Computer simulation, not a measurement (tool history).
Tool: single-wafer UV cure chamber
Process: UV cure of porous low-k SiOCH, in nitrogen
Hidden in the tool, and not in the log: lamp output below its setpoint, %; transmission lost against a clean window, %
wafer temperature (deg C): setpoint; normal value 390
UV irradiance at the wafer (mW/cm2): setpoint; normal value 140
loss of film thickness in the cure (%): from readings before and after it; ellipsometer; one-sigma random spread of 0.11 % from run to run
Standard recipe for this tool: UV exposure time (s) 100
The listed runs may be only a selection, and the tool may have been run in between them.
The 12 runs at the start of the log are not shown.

| run | day | wafer temperature (deg C) | UV exposure time (s) | UV irradiance at the wafer (mW/cm2) | wafers since the last listed run | hours since the UV bulbs were replaced | wafers since the quartz window was cleaned | loss of film thickness in the cure (%) |
|---|---|---|---|---|---|---|---|---|
| 13 | 6.179 | 390 | 100 | 140 | 83 | 3095.1 | 902 | 8.234 |
|  | 6.721 | quartz window cleaned |
| 14 | 6.742 | 390 | 100 | 140 | 29 | 3108.6 | 2 | 9.137 |
| 15 | 7.200 | 390 | 100 | 140 | 59 | 3119.6 | 62 | 8.938 |
| 16 | 7.521 | 390 | 100 | 140 | 41 | 3127.3 | 104 | 8.765 |
| 17 | 8.142 | 390 | 100 | 168 | 81 | 3142.2 | 185 | 9.665 |
| 18 | 8.554 | 390 | 100 | 168 | 53 | 3152.1 | 239 | 9.375 |
| 19 | 8.946 | 390 | 100 | 168 | 51 | 3161.5 | 290 | 9.386 |
|  | 9.571 | UV bulbs replaced |
| 20 | 9.592 | 390 | 100 | 140 | 40 | 0.5 | 331 | 8.472 |
| 21 | 9.879 | 390 | 100 | 140 | 37 | 7.4 | 368 | 8.656 |
| 22 | 10.167 | 390 | 100 | 140 | 37 | 14.3 | 406 | 8.421 |
| 23 | 10.642 | 390 | 100 | 140 | 61 | 25.7 | 468 | 8.530 |
| 24 | 11.229 | 390 | 100 | 140 | 76 | 39.8 | 544 | 8.299 |
| 25 | 11.979 | 395 | 65 | 140 | 97 | 57.8 | 642 | 6.714 |
| 26 | 12.342 | 390 | 100 | 140 | 47 | 66.5 | 689 | 8.284 |
| 27 | 12.612 | 390 | 100 | 140 | 35 | 73.0 | 725 | 8.318 |
|  | 13.125 | quartz window cleaned |
| 28 | 13.146 | 390 | 100 | 140 | 26 | 85.8 | 2 | 9.157 |
| 29 | 13.612 | 377 | 100 | 140 | 60 | 97.0 | 63 | 8.526 |
| 30 | 14.025 | 390 | 50 | 108 | 53 | 106.9 | 117 | 5.315 |
| 31 | 14.625 | 390 | 100 | 103 | 78 | 121.3 | 195 | 7.517 |
| 32 | 15.117 | 390 | 100 | 140 | 64 | 133.1 | 259 | 8.602 |
| 33 | 16.671 | 375 | 70 | 140 | 202 | 170.4 | 462 | 6.958 |

Run 34 comes next. What will it give?
| 34 | 17.042 | 390 | 50 | 169 | 48 | 179.3 | 510 | ? |

Run 34 produced loss of film thickness in the cure (%) 6.473.
Minus the tool's unlogged condition, the same run would have read loss of film thickness in the cure (%) 7.172.
